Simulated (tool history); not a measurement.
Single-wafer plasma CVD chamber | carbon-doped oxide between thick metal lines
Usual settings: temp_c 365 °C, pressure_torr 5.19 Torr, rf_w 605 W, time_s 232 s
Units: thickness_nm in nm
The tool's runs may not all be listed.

run,hour,temp_c,pressure_torr,rf_w,time_s,wafers since the last listed run,hours since the last thermocouple change,hours since the last RF generator calibration,hours since the last manometer calibration,hours since the showerhead was replaced,hours since the gauge calibration,"read-back reference wafer on the same gauge, thickness_nm",thickness_nm
1,0,359,5.19,605,232,0,1832.3,2568.9,20,3719.5,674,1260.148,1208.939
2,23.9,359,5.19,605,232,200,1856.2,2592.8,43.9,3743.4,697.9,1260.242,1203.337
3,32.9,359,5.19,605,232,75,1865.2,2601.8,52.9,3752.4,706.9,1259.659,1206.932
4,43.6,379,5.19,560,232,89,1875.9,2612.5,63.6,3763.1,717.6,1259.417,1091.394
# hour 47.9: gauge calibrated
# hour 55.4: thermocouple changed; heater temperature recalibrated
5,55.9,365,5.19,605,232,36,0.5,2624.8,75.9,3775.4,8,1259.509,1180.067
# hour 85.5: RF generator calibrated
6,90.3,365,5.19,605,270,221,34.9,4.8,110.3,3809.8,42.4,1260.779,1471.052
7,99.5,365,4,605,232,77,44.1,14,119.5,3819,51.6,1259.581,1204.851
8,106.8,365,5.19,605,232,61,51.4,21.3,126.8,3826.3,58.9,1260.358,1269.591
9,123.8,354,4.82,665,259,142,68.4,38.3,143.8,3843.3,75.9,1260.635,1516.83
10,137.6,377,5.19,540,232,115,82.2,52.1,157.6,3857.1,89.7,1259.171,1141.808
11,153.5,352,5.19,605,232,133,98.1,68,173.5,3873,105.6,1259.181,1308.645
# hour 177.2: showerhead replaced
12,183,365,5.19,605,232,180,127.6,97.5,203,5.8,135.1,1259.875,1263.47
13,193.7,365,4.63,605,232,89,138.3,108.2,213.7,16.5,145.8,1260.76,1236.165
14,211.3,352,5.19,605,232,147,155.9,125.8,231.3,34.1,163.4,1259.62,1307.796
15,222.1,365,5.19,605,278,90,166.7,136.6,242.1,44.9,174.2,1262.268,1517.404

Forecast run 16:
16,235,375,4.24,570,269,108,179.6,149.5,255,57.8,187.1,?,?

{"run 16": {"read-back reference wafer on the same gauge, thickness_nm": 1261.631, "thickness_nm": 1318.946}}
Without the tool's hidden state the same run would have given thickness_nm 1320.052 nm.

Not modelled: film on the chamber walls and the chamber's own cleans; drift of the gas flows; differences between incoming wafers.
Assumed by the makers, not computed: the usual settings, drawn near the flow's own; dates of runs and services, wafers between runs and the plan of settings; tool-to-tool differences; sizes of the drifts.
